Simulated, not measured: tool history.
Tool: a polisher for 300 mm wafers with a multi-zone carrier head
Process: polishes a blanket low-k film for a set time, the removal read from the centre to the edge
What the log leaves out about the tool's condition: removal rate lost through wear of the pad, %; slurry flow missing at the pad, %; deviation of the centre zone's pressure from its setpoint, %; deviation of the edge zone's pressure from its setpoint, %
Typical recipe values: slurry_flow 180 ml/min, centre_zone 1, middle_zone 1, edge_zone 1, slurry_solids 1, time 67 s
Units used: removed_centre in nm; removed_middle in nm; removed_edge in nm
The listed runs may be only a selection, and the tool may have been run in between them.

run     day  slurry_flow  centre_zone  middle_zone  edge_zone  slurry_solids  time  wafers since the last listed run  wafers polished on this pad  hours since the slurry nozzle was cleaned  hours since the centre zone pressure was calibrated  hours since the edge zone pressure was calibrated  hours since the carrier head's membrane was replaced  incoming thickness of the incoming film, nm  removed_centre  removed_middle  removed_edge
  1       0          180            1            1          1              1    67                                 0                           46                                       58.6                                                685.2                                              624.3                                                1588.7                                        373.2            17.4            17.4          17.7
  2   0.788          180            1            1          1              1    67                               184                          231                                       77.5                                                704.1                                              643.2                                                1607.6                                        376.8            17.7            17.6          17.6
  3   3.846          180            1            1       0.94              1    67                               716                          947                                      150.9                                                777.5                                              716.6                                                  1681                                        380.2            17.7            17.2          17.1
  4     5.3          180            1            1          1              1    67                               340                         1287                                      185.8                                                812.4                                              751.5                                                1715.9                                        379.8            17.8            17.2          17.4
      5.708  -- edge zone pressure recalibrated
  5   6.025          180            1            1          1              1    67                               150                         1438                                      203.2                                                829.8                                                7.6                                                1733.3                                        377.8            17.8            17.4          17.4
      6.279  -- worn pad replaced by a new one
  6   7.217          180            1            1          1              1    67                               240                          219                                      231.8                                                858.4                                               36.2                                                1761.9                                        385.2            17.7            17.5          17.6
  7   8.708          180         0.93            1          1              1    62                               349                          569                                      267.6                                                894.2                                                 72                                                1797.7                                        376.1            15.2            16.3          15.9
  8  10.079          180            1         1.07          1              1    67                               321                          890                                      300.5                                                927.1                                              104.9                                                1830.6                                        378.3            17.7            18.5          17.4
     10.462  -- slurry nozzle cleaned
  9  10.883          180            1         1.07          1              1    67                               178                         1068                                       10.1                                                946.4                                              124.2                                                1849.9                                        378.4            17.8            18.4          17.3
     11.525  -- carrier head's membrane replaced by a new one
 10      12          210         0.96         0.95          1            1.1    67                               212                         1281                                       36.9                                                973.2                                                151                                                  11.4                                        378.8            17.9            17.6          18.5
 11  12.783          220            1            1          1           0.75    50                               183                         1464                                       55.7                                                  992                                              169.8                                                  30.2                                          381            12.3            11.9          11.9
     13.238  -- worn pad replaced by a new one
 12  14.104          180            1         1.11       1.05              1    67                               270                          202                                       87.4                                               1023.7                                              201.5                                                  61.9                                        385.5            17.8            19.1          17.9
     14.933  -- centre zone pressure recalibrated
 13  14.962          180            1            1          1              1    67                               181                          384                                        108                                                  0.7                                              222.1                                                  82.5                                        378.7            17.7            17.2          17.5
 14  16.138          180            1         0.93          1              1    67                               275                          659                                      136.2                                                 28.9                                              250.3                                                 110.7                                        376.6            17.7            16.6          17.4
 15  17.454          180          1.1         0.91       0.95              1    67                               308                          967                                      167.8                                                 60.5                                              281.9                                                 142.3                                        375.3            19.5            15.9          17.1
 16  18.762          180            1            1          1           1.15    67                               306                         1273                                      199.2                                                 91.9                                              313.3                                                 173.7                                        385.2            18.8            18.4            18
 17  19.512          180            1            1          1              1    67                               175                         1449                                      217.2                                                109.9                                              331.3                                                 191.7                                        378.7            17.7            17.2          17.5
     20.104  -- worn pad replaced by a new one
 18  20.779          180         0.93            1          1              1    88                               257                          157                                      247.6                                                140.3                                              361.7                                                 222.1                                        377.1            21.5            23.2          23.1
     21.883  -- slurry nozzle cleaned
 19  22.321          180         0.95         0.96       1.11              1    67                               351                          508                                       10.5                                                177.3                                              398.7                                                 259.1                                          379            16.9            17.1          18.4
 20  23.608          180         0.95         0.96       1.11              1    67                               301                          810                                       41.4                                                208.2                                              429.6                                                   290                                        377.5              17              17          18.4
 21  24.254          160            1          1.1          1              1    67                               151                          961                                       56.9                                                223.7                                              445.1                                                 305.5                                        377.9            17.5            18.9          17.1
 22  24.996          220            1            1          1           0.75    50                               173                         1135                                       74.7                                                241.5                                              462.9                                                 323.3                                        382.6            12.3            12.2          11.9
 23  25.738          180            1            1          1              1    67                               173                         1308                                       92.5                                                259.3                                              480.7                                                 341.1                                        382.8            17.6            17.5          17.3

Alternative continuations, all from the tool just after run 23; predict every row:
  A  25.754          180            1            1          1              1    61                                 3                         1312                                       92.9                                                259.7                                              481.1                                                 341.5                                        380.9               ?               ?             ?
  B  25.754          180            1         0.96       0.94              1    67                                 3                         1312                                       92.9                                                259.7                                              481.1                                                 341.5                                        380.9               ?               ?             ?
  C  25.754          180            1            1        1.1              1    56                                 3                         1312                                       92.9                                                259.7                                              481.1                                                 341.5                                        380.9               ?               ?             ?

run  removed_centre  removed_middle  removed_edge
  A            16.1              16          15.7
  B            17.7              17          16.8
  C            14.8            14.7          15.1
What these runs would have given with no unlogged condition in the tool:
run  removed_centre  removed_middle  removed_edge
  A            16.1              16          15.7
  B            17.7              17          16.8
  C            14.8            14.7          15.1

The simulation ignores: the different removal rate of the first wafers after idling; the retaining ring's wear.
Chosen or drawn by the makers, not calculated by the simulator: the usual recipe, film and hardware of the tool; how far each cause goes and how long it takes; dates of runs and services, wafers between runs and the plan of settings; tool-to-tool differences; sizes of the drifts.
